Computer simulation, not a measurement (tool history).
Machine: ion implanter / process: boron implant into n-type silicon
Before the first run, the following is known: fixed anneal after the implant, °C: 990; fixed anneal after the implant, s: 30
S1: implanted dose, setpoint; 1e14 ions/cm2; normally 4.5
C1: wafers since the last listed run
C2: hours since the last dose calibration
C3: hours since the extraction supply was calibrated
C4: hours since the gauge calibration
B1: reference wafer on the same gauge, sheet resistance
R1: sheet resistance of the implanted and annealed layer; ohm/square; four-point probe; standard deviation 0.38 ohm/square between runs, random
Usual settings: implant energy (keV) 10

Run 1, hour 0: usual settings but S1 5.3 1e14 ions/cm2, implant energy (keV) 8.5; C1 0; C2 812.9; C3 4023.3; C4 395.9; B1 252.94. Result: R1 226.89 ohm/square.
Run 2, hour 51.5: usual settings but S1 5.3 1e14 ions/cm2, implant energy (keV) 8.5; C1 842; C2 864.4; C3 4074.8; C4 447.4; B1 252.92. Result: R1 227.34 ohm/square.
Run 3, hour 97.1: usual settings; C1 746; C2 910; C3 4120.4; C4 493; B1 253. Result: R1 256.41 ohm/square.
Run 4, hour 154.4: usual settings; C1 937; C2 967.3; C3 4177.7; C4 550.3; B1 253.05. Result: R1 255.73 ohm/square.
Run 5, hour 181.3: usual settings; C1 440; C2 994.2; C3 4204.6; C4 577.2; B1 253.07. Result: R1 256.36 ohm/square.
Run 6, hour 245.2: usual settings but implant energy (keV) 9; C1 1045; C2 1058.1; C3 4268.5; C4 641.1; B1 253.1. Result: R1 259.08 ohm/square.
Run 7, hour 277.2: usual settings but implant energy (keV) 9; C1 523; C2 1090.1; C3 4300.5; C4 673.1; B1 252.93. Result: R1 259.6 ohm/square.
Run 8, hour 304.9: usual settings but implant energy (keV) 9; C1 453; C2 1117.8; C3 4328.2; C4 700.8; B1 252.96. Result: R1 259.11 ohm/square.
Run 9, hour 366.7: usual settings but S1 4.07 1e14 ions/cm2, implant energy (keV) 9; C1 1011; C2 1179.6; C3 4390; C4 762.6; B1 253.01. Result: R1 282.33 ohm/square.
Run 10, hour 401.8: usual settings but S1 5.13 1e14 ions/cm2; C1 574; C2 1214.7; C3 4425.1; C4 797.7; B1 252.96. Result: R1 230.46 ohm/square.
Run 11, hour 434.5: usual settings; C1 534; C2 1247.4; C3 4457.8; C4 830.4; B1 252.98. Result: R1 257.24 ohm/square.
At hour 531.8: gauge calibrated.
Run 12, hour 569.9: usual settings; C1 2215; C2 1382.8; C3 4593.2; C4 38.1; B1 252.9. Result: R1 256.65 ohm/square.
Run 13, hour 605.8: usual settings; C1 587; C2 1418.7; C3 4629.1; C4 74; B1 252.97. Result: R1 256.55 ohm/square.
Run 14, hour 676: usual settings; C1 1148; C2 1488.9; C3 4699.3; C4 144.2; B1 252.97. Result: R1 257.39 ohm/square.
Run 15, hour 744.1: usual settings; C1 1114; C2 1557; C3 4767.4; C4 212.3; B1 253.02. Result: R1 256.6 ohm/square.
Run 16, hour 796.1: usual settings; C1 850; C2 1609; C3 4819.4; C4 264.3; B1 252.99. Result: R1 257.19 ohm/square.
Run 17, hour 827.3: usual settings but implant energy (keV) 9; C1 510; C2 1640.2; C3 4850.6; C4 295.5; B1 252.95. Result: R1 260.38 ohm/square.
Run 18, hour 904.7: usual settings but S1 4.9 1e14 ions/cm2, implant energy (keV) 11.5; C1 1266; C2 1717.6; C3 4928; C4 372.9; B1 252.91. Result: R1 237.2 ohm/square.
Run 19, hour 964.2: usual settings but S1 5.06 1e14 ions/cm2, implant energy (keV) 11.5; C1 973; C2 1777.1; C3 4987.5; C4 432.4; B1 252.95. Result: R1 231.21 ohm/square.
Run 20, hour 995.5: usual settings but S1 3.21 1e14 ions/cm2, implant energy (keV) 7.5; C1 512; C2 1808.4; C3 5018.8; C4 463.7; B1 253.15. Result: R1 352.02 ohm/square.
At hour 1015.3: extraction supply calibrated.
Run 21, hour 1031.4: usual settings but implant energy (keV) 8; C1 456; C2 1844.3; C3 16.1; C4 499.6; B1 252.98. Result: R1 262.51 ohm/square.
Run 22, hour 1066: usual settings but S1 5.58 1e14 ions/cm2, implant energy (keV) 13; C1 566; C2 1878.9; C3 50.7; C4 534.2; B1 252.92. Result: R1 210.74 ohm/square.
Run 23, hour 1109.7: usual settings but implant energy (keV) 13; C1 714; C2 1922.6; C3 94.4; C4 577.9; B1 253.04. Result: R1 251.83 ohm/square.
Run 24, hour 1177.7: usual settings but implant energy (keV) 7; C1 1112; C2 1990.6; C3 162.4; C4 645.9; B1 252.97. Result: R1 266.52 ohm/square.
At hour 1220.7: Faraday cup replaced and dose calibrated.
Run 25, hour 1243: usual settings; C1 937; C2 22.3; C3 227.7; C4 711.2; B1 253.07. Result: R1 255.02 ohm/square.
Run 26, hour 1313.5: usual settings but implant energy (keV) 8.5; C1 1153; C2 92.8; C3 298.2; C4 781.7; B1 252.89. Result: R1 258.85 ohm/square.
Run 27, hour 1361.6: usual settings; C1 786; C2 140.9; C3 346.3; C4 829.8; B1 252.99. Result: R1 255.33 ohm/square.
At hour 1374.9: gauge calibrated.
Run 28, hour 1404: usual settings but S1 5.33 1e14 ions/cm2, implant energy (keV) 11; C1 693; C2 183.3; C3 388.7; C4 29.1; B1 253.09. Result: R1 220.51 ohm/square.
Run 29, hour 1439.5: usual settings but S1 5.6 1e14 ions/cm2, implant energy (keV) 11.5; C1 580; C2 218.8; C3 424.2; C4 64.6; B1 252.99. Result: R1 211.01 ohm/square.
Run 30, hour 1496.2: usual settings but S1 5.31 1e14 ions/cm2; C1 927; C2 275.5; C3 480.9; C4 121.3; B1 252.96. Result: R1 223.27 ohm/square.
Run 31, hour 1632.9: usual settings but implant energy (keV) 11.5; C1 2236; C2 412.2; C3 617.6; C4 258; B1 252.97. Result: R1 252.8 ohm/square.
Run 32, hour 1687.4: usual settings; C1 891; C2 466.7; C3 672.1; C4 312.5; B1 253.09. Result: R1 256.61 ohm/square.
Run 33, hour 1738.8: usual settings but S1 5.3 1e14 ions/cm2, implant energy (keV) 8.5; C1 840; C2 518.1; C3 723.5; C4 363.9; B1 252.92. Result: R1 227.18 ohm/square.

Predict each of these 4 candidate next runs independently; none follows another, all start after run 33:
Run A, hour 1739.2: usual settings but S1 3.29 1e14 ions/cm2; C1 6; C2 518.5; C3 723.9; C4 364.3; B1 ?. Result: R1 ?.
Run B, hour 1739.2: usual settings but S1 4.99 1e14 ions/cm2, implant energy (keV) 8.5; C1 6; C2 518.5; C3 723.9; C4 364.3; B1 ?. Result: R1 ?.
Run C, hour 1739.2: usual settings but S1 3.91 1e14 ions/cm2, implant energy (keV) 8; C1 6; C2 518.5; C3 723.9; C4 364.3; B1 ?. Result: R1 ?.
Run D, hour 1739.2: usual settings but S1 3.38 1e14 ions/cm2; C1 6; C2 518.5; C3 723.9; C4 364.3; B1 ?. Result: R1 ?.

run      B1      R1
  A  253.01  332.71
  B  253.01  238.36
  C  253.01  294.29
  D  253.01  325.27
Had the tool no hidden state, the same runs would have come out as:
run      R1
  A  331.29
  B  237.35
  C  293.01
  D  323.88
